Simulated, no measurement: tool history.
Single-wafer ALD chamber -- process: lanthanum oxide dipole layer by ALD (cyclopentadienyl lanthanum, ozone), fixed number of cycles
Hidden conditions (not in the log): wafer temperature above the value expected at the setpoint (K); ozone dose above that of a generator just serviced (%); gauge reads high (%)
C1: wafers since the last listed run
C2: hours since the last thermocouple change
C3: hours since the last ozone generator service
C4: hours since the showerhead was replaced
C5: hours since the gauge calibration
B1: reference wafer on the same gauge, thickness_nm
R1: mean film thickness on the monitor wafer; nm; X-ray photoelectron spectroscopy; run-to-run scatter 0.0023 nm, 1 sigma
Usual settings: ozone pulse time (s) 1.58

Run 1, day 0.000: usual settings but ozone pulse time (s) 1.23; C1 0; C2 2163.0; C3 469.4; C4 5625.9; C5 2041.9; B1 0.622. Result: R1 0.515 nm.
Run 2, day 3.429: usual settings but ozone pulse time (s) 1.23; C1 1267; C2 2245.3; C3 551.7; C4 5708.2; C5 2124.2; B1 0.623. Result: R1 0.515 nm.
Run 3, day 7.104: usual settings; C1 1358; C2 2333.5; C3 639.9; C4 5796.4; C5 2212.4; B1 0.622. Result: R1 0.527 nm.
Run 4, day 10.900: usual settings; C1 1403; C2 2424.6; C3 731.0; C4 5887.5; C5 2303.5; B1 0.623. Result: R1 0.533 nm.
Run 5, day 13.629: usual settings; C1 1008; C2 2490.1; C3 796.5; C4 5953.0; C5 2369.0; B1 0.624. Result: R1 0.533 nm.
Run 6, day 17.621: usual settings but ozone pulse time (s) 1.32; C1 1475; C2 2585.9; C3 892.3; C4 6048.8; C5 2464.8; B1 0.625. Result: R1 0.526 nm.
Run 7, day 19.479: usual settings but ozone pulse time (s) 1.32; C1 687; C2 2630.5; C3 936.9; C4 6093.4; C5 2509.4; B1 0.625. Result: R1 0.524 nm.
Run 8, day 23.467: usual settings but ozone pulse time (s) 1.32; C1 1474; C2 2726.2; C3 1032.6; C4 6189.1; C5 2605.1; B1 0.626. Result: R1 0.524 nm.
Run 9, day 27.671: usual settings; C1 1554; C2 2827.1; C3 1133.5; C4 6290.0; C5 2706.0; B1 0.626. Result: R1 0.538 nm.
Run 10, day 31.471: usual settings; C1 1404; C2 2918.3; C3 1224.7; C4 6381.2; C5 2797.2; B1 0.627. Result: R1 0.536 nm.
Run 11, day 35.354: usual settings; C1 1435; C2 3011.5; C3 1317.9; C4 6474.4; C5 2890.4; B1 0.628. Result: R1 0.538 nm.
Run 12, day 38.150: usual settings; C1 1033; C2 3078.6; C3 1385.0; C4 6541.5; C5 2957.5; B1 0.629. Result: R1 0.535 nm.
At day 38.579: showerhead replaced.
At day 39.192: thermocouple changed; heater temperature recalibrated.
Run 13, day 40.700: usual settings; C1 696; C2 36.2; C3 1446.2; C4 50.9; C5 3018.7; B1 0.631. Result: R1 0.535 nm.
At day 42.575: ozone generator serviced.
Run 14, day 45.042: usual settings; C1 1481; C2 140.4; C3 59.2; C4 155.1; C5 3122.9; B1 0.631. Result: R1 0.536 nm.
Run 15, day 47.883: usual settings; C1 1050; C2 208.6; C3 127.4; C4 223.3; C5 3191.1; B1 0.632. Result: R1 0.535 nm.
Run 16, day 51.254: usual settings; C1 1246; C2 289.5; C3 208.3; C4 304.2; C5 3272.0; B1 0.632. Result: R1 0.542 nm.
At day 54.608: gauge calibrated.
Run 17, day 55.658: usual settings but ozone pulse time (s) 1.75; C1 1628; C2 395.2; C3 314.0; C4 409.9; C5 25.2; B1 0.619. Result: R1 0.534 nm.
Run 18, day 57.696: usual settings but ozone pulse time (s) 1.94; C1 753; C2 444.1; C3 362.9; C4 458.8; C5 74.1; B1 0.620. Result: R1 0.535 nm.
Run 19, day 60.838: usual settings but ozone pulse time (s) 2.16; C1 1161; C2 519.5; C3 438.3; C4 534.2; C5 149.5; B1 0.620. Result: R1 0.538 nm.
Run 20, day 65.333: usual settings but ozone pulse time (s) 1.23; C1 1662; C2 627.4; C3 546.2; C4 642.1; C5 257.4; B1 0.619. Result: R1 0.512 nm.
Run 21, day 78.433: usual settings but ozone pulse time (s) 1.87; C1 4843; C2 941.8; C3 860.6; C4 956.5; C5 571.8; B1 0.620. Result: R1 0.535 nm.
Run 22, day 81.729: usual settings but ozone pulse time (s) 1.07; C1 1218; C2 1020.9; C3 939.7; C4 1035.6; C5 650.9; B1 0.620. Result: R1 0.509 nm.
Run 23, day 83.662: usual settings but ozone pulse time (s) 1.83; C1 714; C2 1067.3; C3 986.1; C4 1082.0; C5 697.3; B1 0.620. Result: R1 0.538 nm.
Run 24, day 85.538: usual settings but ozone pulse time (s) 2.20; C1 693; C2 1112.3; C3 1031.1; C4 1127.0; C5 742.3; B1 0.621. Result: R1 0.542 nm.
Run 25, day 88.258: usual settings; C1 1005; C2 1177.6; C3 1096.4; C4 1192.3; C5 807.6; B1 0.620. Result: R1 0.530 nm.
Run 26, day 92.425: usual settings; C1 1540; C2 1277.6; C3 1196.4; C4 1292.3; C5 907.6; B1 0.621. Result: R1 0.523 nm.
At day 93.158: ozone generator serviced.
Run 27, day 94.992: usual settings but ozone pulse time (s) 1.05; C1 825; C2 1339.2; C3 44.0; C4 1353.9; C5 969.2; B1 0.621. Result: R1 0.503 nm.
Run 28, day 98.417: usual settings but ozone pulse time (s) 2.06; C1 1266; C2 1421.4; C3 126.2; C4 1436.1; C5 1051.4; B1 0.621. Result: R1 0.541 nm.
Run 29, day 101.479: usual settings but ozone pulse time (s) 1.99; C1 1132; C2 1494.9; C3 199.7; C4 1509.6; C5 1124.9; B1 0.622. Result: R1 0.541 nm.
Run 30, day 105.896: usual settings but ozone pulse time (s) 2.08; C1 1632; C2 1600.9; C3 305.7; C4 1615.6; C5 1230.9; B1 0.622. Result: R1 0.539 nm.
Run 31, day 108.254: usual settings but ozone pulse time (s) 2.03; C1 871; C2 1657.5; C3 362.3; C4 1672.2; C5 1287.5; B1 0.622. Result: R1 0.541 nm.
Run 32, day 120.617: usual settings but ozone pulse time (s) 1.06; C1 4570; C2 1954.2; C3 659.0; C4 1968.9; C5 1584.2; B1 0.624. Result: R1 0.509 nm.
Run 33, day 122.750: usual settings; C1 788; C2 2005.4; C3 710.2; C4 2020.1; C5 1635.4; B1 0.624. Result: R1 0.532 nm.
Run 34, day 125.871: usual settings; C1 1153; C2 2080.3; C3 785.1; C4 2095.0; C5 1710.3; B1 0.625. Result: R1 0.532 nm.

Here are 4 independent what-if runs from the current tool condition. What would each one return?
Run A, day 125.888: usual settings but ozone pulse time (s) 1.80; C1 6; C2 2080.7; C3 785.5; C4 2095.4; C5 1710.7; B1 ?. Result: R1 ?.
Run B, day 125.888: usual settings but ozone pulse time (s) 1.40; C1 6; C2 2080.7; C3 785.5; C4 2095.4; C5 1710.7; B1 ?. Result: R1 ?.
Run C, day 125.888: usual settings but ozone pulse time (s) 1.10; C1 6; C2 2080.7; C3 785.5; C4 2095.4; C5 1710.7; B1 ?. Result: R1 ?.
Run D, day 125.888: usual settings but ozone pulse time (s) 1.79; C1 6; C2 2080.7; C3 785.5; C4 2095.4; C5 1710.7; B1 ?. Result: R1 ?.

run     B1     R1
  A  0.624  0.541
  B  0.624  0.529
  C  0.624  0.515
  D  0.624  0.541
What these runs would have given with no unlogged condition in the tool:
run     R1
  A  0.534
  B  0.522
  C  0.508
  D  0.534

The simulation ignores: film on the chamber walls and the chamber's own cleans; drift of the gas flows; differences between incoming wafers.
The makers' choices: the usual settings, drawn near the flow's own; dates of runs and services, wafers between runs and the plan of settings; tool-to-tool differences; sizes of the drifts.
